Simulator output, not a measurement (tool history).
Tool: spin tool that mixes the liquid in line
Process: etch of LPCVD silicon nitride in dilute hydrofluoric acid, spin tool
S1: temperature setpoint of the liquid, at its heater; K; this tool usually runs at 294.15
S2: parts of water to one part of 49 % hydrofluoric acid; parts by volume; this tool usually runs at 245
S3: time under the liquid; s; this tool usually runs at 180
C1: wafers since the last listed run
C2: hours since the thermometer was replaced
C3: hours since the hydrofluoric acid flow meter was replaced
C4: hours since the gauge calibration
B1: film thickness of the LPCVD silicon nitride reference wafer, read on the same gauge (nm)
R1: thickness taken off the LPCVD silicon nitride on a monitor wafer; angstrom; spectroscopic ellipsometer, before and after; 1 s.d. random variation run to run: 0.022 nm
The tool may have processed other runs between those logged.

run	hour	S1	S2	S3	C1	C2	C3	C4	B1	R1
1	0	294.15	245	180	0	2164.2	1206.9	253.2	60.039	3.41
2	40.9	294.15	245	180	224	2205.1	1247.8	294.1	60.066	3.47
3	49	294.15	325	180	44	2213.2	1255.9	302.2	60.06	2.63
4	65.1	294.15	325	180	88	2229.3	1272	318.3	60.021	2.26
5	82.2	294.15	245	180	93	2246.4	1289.1	335.4	60.018	3.79
6	91.1	294.15	245	180	48	2255.3	1298	344.3	60.016	3.7
7	137.4	292.65	245	180	253	2301.6	1344.3	390.6	59.936	3.12
# hour 141: gauge calibrated
8	155.3	292.65	245	180	98	2319.5	1362.2	14.3	60.022	3.09
# hour 161.4: thermometer replaced
9	164.1	292.65	245	180	42	2.7	1371	23.1	60.013	3.41
10	173.1	291.65	245	180	49	11.7	1380	32.1	59.988	3.22
11	190	294.15	245	180	92	28.6	1396.9	49	59.98	3.29
12	199.5	294.15	245	180	52	38.1	1406.4	58.5	59.983	3.66
13	209.7	294.15	245	180	55	48.3	1416.6	68.7	60	3.71
14	222	294.15	245	180	67	60.6	1428.9	81	59.999	3.71
15	237.8	294.15	245	240	86	76.4	1444.7	96.8	60.018	4.93
16	252.3	297.65	170	260	79	90.9	1459.2	111.3	59.962	8.93
# hour 262.6: hydrofluoric acid flow meter replaced
17	263.3	290.15	245	180	54	101.9	0.7	122.3	59.998	2.84
18	269.7	294.15	245	180	35	108.3	7.1	128.7	59.96	3.4
19	321.5	291.65	245	180	284	160.1	58.9	180.5	60.016	2.98
20	338.7	290.15	130	235	94	177.3	76.1	197.7	59.979	6.09
21	355.7	294.15	125	180	93	194.3	93.1	214.7	59.99	6.51
22	364	291.15	245	290	45	202.6	101.4	223	60.016	3.95
23	372.1	297.15	195	130	44	210.7	109.5	231.1	59.993	3.5
24	387.2	290.15	325	150	82	225.8	124.6	246.2	59.964	1.58
25	394	291.65	155	180	37	232.6	131.4	253	60.018	4.56
26	405.6	294.15	245	105	63	244.2	143	264.6	60.049	1.88
27	412.9	297.65	245	180	40	251.5	150.3	271.9	59.953	3.94
28	425.3	299.15	175	225	68	263.9	162.7	284.3	59.97	8.25
29	435.5	294.15	245	180	55	274.1	172.9	294.5	59.959	3.46

Each row is a separate what-if for the run after 29, all from the same tool condition, not one after another. Results?
A	436	294.15	245	180	2	274.6	173.4	295	?	?
B	436	298.65	245	180	2	274.6	173.4	295	?	?
C	436	298.65	245	285	2	274.6	173.4	295	?	?

run	B1	R1
A	59.989	3.69
B	59.989	4.89
C	59.989	7.75
Take away the tool's hidden state, keep each run's random variation, and the runs would have read:
run	R1
A	3.69
B	4.89
C	7.75

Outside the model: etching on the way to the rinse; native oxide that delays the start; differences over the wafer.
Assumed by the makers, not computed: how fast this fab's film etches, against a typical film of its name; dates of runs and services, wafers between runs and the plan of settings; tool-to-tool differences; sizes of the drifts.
